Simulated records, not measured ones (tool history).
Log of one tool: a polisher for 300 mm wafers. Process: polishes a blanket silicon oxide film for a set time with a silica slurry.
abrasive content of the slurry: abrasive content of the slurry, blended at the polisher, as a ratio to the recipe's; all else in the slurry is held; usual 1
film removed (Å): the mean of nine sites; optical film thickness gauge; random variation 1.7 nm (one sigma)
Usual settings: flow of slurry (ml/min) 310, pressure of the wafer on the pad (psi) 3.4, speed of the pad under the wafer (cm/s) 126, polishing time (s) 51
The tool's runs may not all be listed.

| run | day | flow of slurry (ml/min) | pressure of the wafer on the pad (psi) | speed of the pad under the wafer (cm/s) | abrasive content of the slurry | polishing time (s) | wafers since the last listed run | wafers polished on this pad | hours since the slurry nozzle was cleaned | hours since the head pressure was calibrated | hours since the slurry blender was calibrated | hours since the conditioning disc was replaced | incoming thickness of the incoming film, nm | film removed (Å) |
|---|---|---|---|---|---|---|---|---|---|---|---|---|---|---|
| 1 | 0 | 310 | 3.4 | 126 | 1 | 51 | 0 | 44 | 569.9 | 1207.7 | 118.7 | 70.3 | 929.6 | 1266 |
|  | 4.096 | slurry blender recalibrated |
| 2 | 4.4 | 310 | 3.4 | 126 | 1 | 51 | 933 | 977 | 675.5 | 1313.3 | 7.3 | 175.9 | 948.1 | 1056 |
| 3 | 5.083 | 310 | 3.4 | 126 | 1 | 51 | 147 | 1125 | 691.9 | 1329.7 | 23.7 | 192.3 | 923.8 | 1050 |
|  | 5.671 | worn pad replaced by a new one |
| 4 | 5.85 | 310 | 3.4 | 126 | 1 | 51 | 129 | 39 | 710.3 | 1348.1 | 42.1 | 210.7 | 922.2 | 1041 |
| 5 | 7.133 | 310 | 3.4 | 126 | 0.9 | 42 | 277 | 316 | 741.1 | 1378.9 | 72.9 | 241.5 | 912.5 | 772 |
| 6 | 7.671 | 310 | 3.4 | 126 | 0.9 | 42 | 116 | 432 | 754 | 1391.8 | 85.8 | 254.4 | 932.1 | 744 |
| 7 | 8.25 | 310 | 3.4 | 126 | 1 | 51 | 125 | 557 | 767.9 | 1405.7 | 99.7 | 268.3 | 929.5 | 973 |
| 8 | 9.704 | 310 | 3.4 | 126 | 1 | 51 | 314 | 872 | 802.8 | 1440.6 | 134.6 | 303.2 | 942.9 | 947 |
|  | 11.083 | slurry blender recalibrated, repeated, since the last time left the tool worse |
| 9 | 11.104 | 310 | 3.4 | 126 | 1 | 51 | 284 | 1156 | 836.4 | 1474.2 | 0.5 | 336.8 | 931.1 | 1328 |
|  | 11.592 | conditioning disc replaced and pad reconditioned |
| 10 | 11.612 | 310 | 3.4 | 126 | 1 | 51 | 91 | 1248 | 848.6 | 1486.4 | 12.7 | 0.5 | 911.7 | 1305 |
|  | 13.029 | slurry nozzle cleaned |
|  | 13.112 | worn pad replaced by a new one |
|  | 14.742 | head pressure recalibrated |
| 11 | 14.921 | 310 | 3.4 | 126 | 1 | 51 | 670 | 373 | 45.4 | 4.3 | 92.1 | 79.9 | 916.1 | 1252 |
| 12 | 15.554 | 310 | 3.4 | 102 | 1 | 51 | 136 | 509 | 60.6 | 19.5 | 107.3 | 95.1 | 925.2 | 1131 |
| 13 | 16.758 | 265 | 2.6 | 126 | 1 | 51 | 260 | 770 | 89.5 | 48.4 | 136.2 | 124 | 921.9 | 961 |
| 14 | 18.225 | 240 | 3.4 | 104 | 1.15 | 33 | 317 | 1087 | 124.7 | 83.6 | 171.4 | 159.2 | 930.6 | 730 |
| 15 | 19.258 | 265 | 3.4 | 96 | 1 | 51 | 223 | 1310 | 149.5 | 108.4 | 196.2 | 184 | 921.9 | 964 |
|  | 20.046 | slurry blender recalibrated |
| 16 | 20.175 | 375 | 4.3 | 160 | 1 | 51 | 180 | 1491 | 171.5 | 130.4 | 3.1 | 206 | 925.3 | 1981 |
|  | 20.567 | worn pad replaced by a new one |
| 17 | 20.975 | 310 | 3.4 | 126 | 1 | 58 | 136 | 88 | 190.7 | 149.6 | 22.3 | 225.2 | 921.7 | 1501 |
| 18 | 21.742 | 310 | 3.4 | 126 | 0.7 | 51 | 165 | 254 | 209.1 | 168 | 40.7 | 243.6 | 940.1 | 1037 |
| 19 | 22.254 | 375 | 4.3 | 160 | 1 | 51 | 110 | 364 | 221.4 | 180.3 | 53 | 255.9 | 935.3 | 1920 |
| 20 | 22.883 | 310 | 3.4 | 126 | 1 | 51 | 136 | 501 | 236.5 | 195.4 | 68.1 | 271 | 936.4 | 1267 |
| 21 | 24.2 | 385 | 3.4 | 90 | 1 | 36 | 284 | 785 | 268.1 | 227 | 99.7 | 302.6 | 921.4 | 728 |
| 22 | 25.221 | 200 | 3.9 | 126 | 0.7 | 51 | 220 | 1006 | 292.6 | 251.5 | 124.2 | 327.1 | 932.1 | 1095 |
| 23 | 26.092 | 390 | 3.4 | 126 | 1 | 61 | 188 | 1194 | 313.5 | 272.4 | 145.1 | 348 | 947.2 | 1515 |
| 24 | 26.633 | 410 | 3.4 | 112 | 1.25 | 68 | 117 | 1311 | 326.5 | 285.4 | 158.1 | 361 | 923.5 | 1731 |
|  | 27.108 | slurry blender recalibrated |
|  | 27.188 | worn pad replaced by a new one |
| 25 | 27.867 | 310 | 3.4 | 126 | 1 | 51 | 231 | 146 | 356.1 | 315 | 18.2 | 390.6 | 933.2 | 1320 |

Forecast each of these 4 alternatives for the next run:
| A | 27.883 | 310 | 3.4 | 126 | 1 | 51 | 3 | 150 | 356.5 | 315.4 | 18.6 | 391 | 945.1 | ? |
| B | 27.883 | 340 | 2.9 | 126 | 1 | 51 | 3 | 150 | 356.5 | 315.4 | 18.6 | 391 | 945.1 | ? |
| C | 27.883 | 210 | 3.4 | 126 | 1 | 59 | 3 | 150 | 356.5 | 315.4 | 18.6 | 391 | 945.1 | ? |
| D | 27.883 | 410 | 2.4 | 126 | 1 | 44 | 3 | 150 | 356.5 | 315.4 | 18.6 | 391 | 945.1 | ? |

| run | film removed (Å) |
|---|---|
| A | 1337 |
| B | 1157 |
| C | 1511 |
| D | 845 |
Without the tool's hidden state the same runs would have given:
| run | film removed (Å) |
|---|---|
| A | 1351 |
| B | 1168 |
| C | 1526 |
| D | 853 |
